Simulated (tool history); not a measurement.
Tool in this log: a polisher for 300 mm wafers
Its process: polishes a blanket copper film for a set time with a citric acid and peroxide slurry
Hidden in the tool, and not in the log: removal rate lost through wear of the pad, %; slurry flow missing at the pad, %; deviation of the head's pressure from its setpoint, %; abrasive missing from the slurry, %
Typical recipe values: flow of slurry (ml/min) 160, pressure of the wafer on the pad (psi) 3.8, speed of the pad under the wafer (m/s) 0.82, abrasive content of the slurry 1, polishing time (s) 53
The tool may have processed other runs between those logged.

run   hour  flow of slurry (ml/min)  pressure of the wafer on the pad (psi)  speed of the pad under the wafer (m/s)  abrasive content of the slurry  polishing time (s)  wafers since the last listed run  wafers polished on this pad  hours since the slurry nozzle was cleaned  hours since the head pressure was calibrated  hours since the slurry blender was calibrated  incoming thickness of the incoming film, nm  film removed (Å)
  1      0                      160                                     3.8                                     0.9                               1                  53                                 0                          954                                      465.5                                         911.2                                           31.5                                        791.2              1193
  2   15.2                      160                                     3.5                                    0.72                               1                  53                               180                         1135                                      480.7                                         926.4                                           46.7                                        804.2               897
  3   31.3                      160                                     3.5                                    0.72                               1                  53                               191                         1326                                      496.8                                         942.5                                           62.8                                        796.2               865
      42.5  -- worn pad replaced by a new one
  4   48.5                      160                                     3.5                                    0.72                               1                  53                               157                           71                                        514                                         959.7                                             80                                        803.9               881
      52.1  -- head pressure recalibrated
  5   64.4                      160                                     3.8                                    0.82                               1                  53                               165                          237                                      529.9                                          12.3                                           95.9                                        805.5              1045
  6   78.8                      160                                     3.8                                    0.82                               1                  53                               171                          408                                      544.3                                          26.7                                          110.3                                        801.6              1055
  7   88.7                      160                                     3.8                                    0.82                               1                  53                               117                          526                                      554.2                                          36.6                                          120.2                                        807.7              1084
  8  103.3                      125                                     3.8                                    0.82                               1                  53                               173                          700                                      568.8                                          51.2                                          134.8                                        801.6              1026
     128.4  -- slurry blender recalibrated
     146.9  -- worn pad replaced by a new one
  9  147.4                      160                                     3.8                                    0.82                               1                  66                               453                            6                                      612.9                                          95.3                                             19                                        800.5              1323
 10  155.4                      160                                     3.8                                    0.82                             1.2                  53                                95                          101                                      620.9                                         103.3                                             27                                        799.9              1123
 11  162.6                      185                                     4.3                                    0.82                               1                  46                                85                          186                                      628.1                                         110.5                                           34.2                                        798.5              1041
 12  179.7                      115                                     3.8                                    0.82                               1                  53                               203                          390                                      645.2                                         127.6                                           51.3                                        793.3               952
     194.7  -- slurry nozzle cleaned
 13    197                      160                                     3.8                                    0.82                               1                  53                               194                          584                                        2.3                                         144.9                                           68.6                                        806.5               953
 14  205.8                      160                                     3.8                                    0.98                               1                  53                               104                          689                                       11.1                                         153.7                                           77.4                                        806.1              1123
 15  215.6                      185                                     3.8                                    0.82                               1                  53                               116                          805                                       20.9                                         163.5                                           87.2                                        786.4              1005
 16  224.6                      160                                     3.8                                    0.82                               1                  53                               107                          912                                       29.9                                         172.5                                           96.2                                        792.7               964
 17  238.7                      160                                     4.9                                    0.54                             1.3                  41                               167                         1080                                         44                                         186.6                                          110.3                                        799.1               700
 18  245.9                      160                                     3.8                                    0.82                               1                  53                                85                         1166                                       51.2                                         193.8                                          117.5                                        800.5               950
     259.5  -- slurry blender recalibrated
       261  -- worn pad replaced by a new one
 19  263.8                      160                                     3.8                                    0.82                               1                  53                               171                           33                                       69.1                                         211.7                                            4.3                                        800.3               943
 20  277.8                      160                                     3.3                                    1.08                             1.2                  60                               166                          199                                       83.1                                         225.7                                           18.3                                        789.7              1241
 21  288.4                      160                                     3.8                                    0.82                               1                  61                               126                          325                                       93.7                                         236.3                                           28.9                                        792.7              1076
     302.4  -- slurry nozzle cleaned, repeated, since the last time left the tool worse
 22  305.7                      160                                     3.8                                    0.82                               1                  53                               194                          519                                        3.3                                         253.6                                           46.2                                        810.2              1167
 23  316.1                      160                                     3.8                                    0.64                               1                  53                               123                          643                                       13.7                                           264                                           56.6                                        796.9               928
 24  332.7                      160                                     3.8                                    0.82                               1                  53                               197                          841                                       30.3                                         280.6                                           73.2                                        785.5              1129
 25  343.7                      190                                     2.6                                    1.08                               1                  59                               130                          972                                       41.3                                         291.6                                           84.2                                          801              1168
     364.4  -- worn pad replaced by a new one
 26  364.9                      160                                     3.8                                    0.82                               1                  53                               204                            5                                       62.5                                         312.8                                          105.4                                        799.3              1138
 27    376                      160                                     2.9                                    0.82                            0.85                  43                               132                          137                                       73.6                                         323.9                                          116.5                                        800.1               684
     388.1  -- slurry blender recalibrated
 28  388.6                      160                                     3.8                                    0.82                               1                  53                               126                          264                                       86.2                                         336.5                                            0.5                                        795.3              1132
 29  395.9                      175                                     3.8                                    0.82                             0.9                  37                                86                          351                                       93.5                                         343.8                                            7.8                                        815.5               788

Forecast each of these 5 alternatives for the next run:
  A  396.3                      160                                     3.8                                    0.82                               1                  42                                 4                          355                                       93.9                                         344.2                                            8.2                                        801.2                 ?
  B  396.3                      160                                     3.8                                    0.68                               1                  47                                 4                          355                                       93.9                                         344.2                                            8.2                                        801.2                 ?
  C  396.3                      195                                     3.8                                    1.06                             0.7                  53                                 4                          355                                       93.9                                         344.2                                            8.2                                        801.2                 ?
  D  396.3                      160                                     2.8                                    0.82                               1                  53                                 4                          355                                       93.9                                         344.2                                            8.2                                        801.2                 ?
  E  396.3                      110                                     3.8                                    0.82                               1                  53                                 4                          355                                       93.9                                         344.2                                            8.2                                        801.2                 ?

run  film removed (Å)
  A               868
  B               823
  C              1323
  D               813
  E              1001
What these runs would have given with no unlogged condition in the tool:
run  film removed (Å)
  A               878
  B               833
  C              1336
  D               823
  E              1018

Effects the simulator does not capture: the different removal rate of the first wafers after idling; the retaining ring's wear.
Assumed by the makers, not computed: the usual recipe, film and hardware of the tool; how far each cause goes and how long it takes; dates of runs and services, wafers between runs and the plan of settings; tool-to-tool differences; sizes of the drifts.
